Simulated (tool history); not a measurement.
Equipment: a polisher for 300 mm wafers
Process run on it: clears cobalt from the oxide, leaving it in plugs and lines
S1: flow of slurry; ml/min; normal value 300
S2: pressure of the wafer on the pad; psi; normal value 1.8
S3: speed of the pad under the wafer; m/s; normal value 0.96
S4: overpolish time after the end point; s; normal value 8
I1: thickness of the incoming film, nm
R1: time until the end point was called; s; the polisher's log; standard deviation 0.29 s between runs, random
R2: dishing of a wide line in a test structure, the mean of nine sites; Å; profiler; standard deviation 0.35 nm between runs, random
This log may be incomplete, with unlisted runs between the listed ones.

run   hour   S1   S2    S3  S4     I1    R1   R2
  1    0.0  300  1.8  0.96   8  207.8  63.3  217
  2   12.6  300  1.3  0.96   8  211.1  89.8  164
  3   24.2  300  1.3  0.96   8  208.7  88.7  160
      29.2  -- worn pad replaced by a new one
  4   30.9  300  1.3  0.96   8  211.8  86.3  168
  5   37.9  340  1.8  0.96   8  206.3  60.6  219
  6   51.9  340  1.8  0.96   8  209.4  62.5  224
  7   58.4  340  1.8  0.96   8  207.6  62.9  216
  8   72.0  380  1.8  0.96   8  209.3  63.2  216
  9  110.5  395  2.1  0.76   8  210.3  65.6  209
     117.4  -- slurry nozzle cleaned
     117.9  -- worn pad replaced by a new one
 10  120.0  375  2.0  0.64  13  211.5  74.4  286
 11  137.9  300  1.8  0.96   8  211.8  63.5  217
     142.4  -- head pressure recalibrated
 12  146.8  350  1.5  1.10   8  211.8  58.9  227
 13  159.5  300  1.8  0.96   8  209.7  56.0  236
 14  168.0  345  2.3  0.96   4  208.9  43.5  163
 15  181.3  300  2.4  0.96   8  208.1  42.5  293
 16  193.8  355  1.8  0.96   9  210.8  56.9  260
 17  200.3  300  2.4  0.96   8  207.1  42.8  296

Consider 4 possible next runs. They are alternatives, not a sequence: every one starts from the tool as it was left by run 17. What does each give?
  A  200.7  300  1.8  0.96   8  210.9   ?   ?
  B  200.7  300  2.0  0.76   8  210.9   ?   ?
  C  200.7  265  1.8  1.24   6  210.9   ?   ?
  D  200.7  345  1.3  0.96   8  210.9   ?   ?

run    R1   R2
  A  58.1  238
  B  62.8  223
  C  47.7  221
  D  79.4  183
The same runs, with their run-to-run variation unchanged, on a tool lacking any hidden condition would have given:
run    R1   R2
  A  53.2  255
  B  57.4  240
  C  43.6  237
  D  72.7  198

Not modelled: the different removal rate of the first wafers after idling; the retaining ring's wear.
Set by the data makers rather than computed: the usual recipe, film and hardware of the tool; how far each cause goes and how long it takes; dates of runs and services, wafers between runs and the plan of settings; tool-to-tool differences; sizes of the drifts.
